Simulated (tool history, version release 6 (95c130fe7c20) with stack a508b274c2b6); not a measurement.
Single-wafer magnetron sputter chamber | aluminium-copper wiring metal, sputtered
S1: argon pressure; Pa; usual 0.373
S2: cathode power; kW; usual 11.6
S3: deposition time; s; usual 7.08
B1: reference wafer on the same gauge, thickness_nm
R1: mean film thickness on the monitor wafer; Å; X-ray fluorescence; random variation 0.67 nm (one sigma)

run	hour	S1	S2	S3	B1	R1
1	0	0.373	11.6	7.08	116.171	1425.37
2	21.4	0.373	11.6	7.08	115.968	1419.31
# hour 41.4: sputter target and shields replaced
3	49	0.373	11.6	7.08	116.008	1429.37
4	69.6	0.373	11.6	7.96	116.006	1602.58
5	101.1	0.373	11.6	7.96	116.097	1598.78
6	129.2	0.373	13.2	6.07	116.03	1376.79
7	158.1	0.373	10.85	7.08	116.011	1322.74
8	182.8	0.373	10.85	7.08	116.021	1333.21
9	198.9	0.373	10.85	7.08	116.136	1335.25
10	262.4	0.373	11.6	7.08	116.066	1422.73
11	277.1	0.373	11.6	7.08	116.089	1426.71
12	297.8	0.373	11.6	7.08	115.976	1426.03
# hour 314.5: sputter target and shields replaced
# hour 320.9: gauge calibrated
13	333.4	0.373	11.6	7.08	116.07	1419.74
14	366.8	0.373	11.6	7.08	115.926	1424.55
15	397.7	0.373	10.4	7.08	115.932	1273.83
16	416.5	0.373	14.2	8.07	115.843	2000.05
17	432.9	0.373	11.6	6.07	115.988	1223.36
18	481.5	0.373	9.1	7.08	116.05	1109.98
19	496.4	0.373	11.6	5.98	116.067	1205.6
20	525.3	0.373	11.6	6.66	115.944	1329.69

Forecast run 21:
21	550.2	0.249	11.6	8.49	?	?

Run 21 gave B1 115.973, R1 1900.68 Å.
Without the tool's hidden state the same run would have given R1 1900.68 Å.
